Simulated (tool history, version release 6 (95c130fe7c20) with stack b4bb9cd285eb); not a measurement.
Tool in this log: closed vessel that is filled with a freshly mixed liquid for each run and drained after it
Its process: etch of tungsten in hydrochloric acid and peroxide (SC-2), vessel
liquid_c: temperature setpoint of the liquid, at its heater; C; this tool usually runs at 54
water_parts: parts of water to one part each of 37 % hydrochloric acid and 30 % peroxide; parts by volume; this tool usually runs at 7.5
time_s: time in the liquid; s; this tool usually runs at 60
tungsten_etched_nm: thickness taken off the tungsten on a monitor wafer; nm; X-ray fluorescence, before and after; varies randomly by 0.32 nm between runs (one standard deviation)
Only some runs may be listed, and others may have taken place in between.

run	hour	liquid_c	water_parts	time_s	read-back film thickness of the tungsten reference wafer, read on the same gauge (nm)	tungsten_etched_nm
1	0	54	10	60	90.01	29.33
2	35	54	10	60	90.01	29.86
3	90.7	54	7.5	60	90	37.93
4	153.2	54	7.5	60	90.04	37.41
5	197.1	58.5	7.5	60	90.01	49.78
6	331	58.5	7.5	60	90.02	49.97
7	393.4	54	6	60	89.99	43.4
# hour 421.7: thermometer replaced
8	426.2	54	6	60	90	43.54
9	453.8	54	6	60	90	43.25
10	483.5	54	7.5	60	90.03	37.06
# hour 504.2: chemicals flow meter replaced
11	532.5	54	7.5	60	90.01	34.64
12	571.4	54	7.5	60	90.01	33.98
13	632.9	54	6	90	90.02	61.03
# hour 676.5: new drum of peroxide connected
# hour 681.2: gauge calibrated
14	697.9	48.5	4	60	90.02	40.39
15	769.2	54	9	70	90.01	36.83
16	829.9	48	5	40	90.01	22.48
17	901.7	45	6	50	89.98	19.75
18	945.7	49.5	6	90	90.01	48.01
19	988.9	54	7.5	60	90.01	36.71
20	1062	61.5	7.5	60	90.01	59.09
21	1121.7	48.5	7.5	35	89.99	14.66
22	1179	54	7.5	60	90	36.59
23	1229.7	49.5	8.5	60	89.99	24.31
24	1340.7	61.5	10	75	89.99	58.83

Alternative continuations, all from the tool just after run 24; predict every row:
A	1341.4	54	5	60	?	?
B	1341.4	49.5	11	90	?	?
C	1341.4	57.5	10	60	?	?
D	1341.4	54	7.5	35	?	?

run	read-back film thickness of the tungsten reference wafer, read on the same gauge (nm)	tungsten_etched_nm
A	89.97	50.11
B	89.97	30.2
C	89.97	36.75
D	89.97	21.59
Without the tool's unlogged condition, the same runs would have read:
run	tungsten_etched_nm
A	50.69
B	30.43
C	37.04
D	21.79
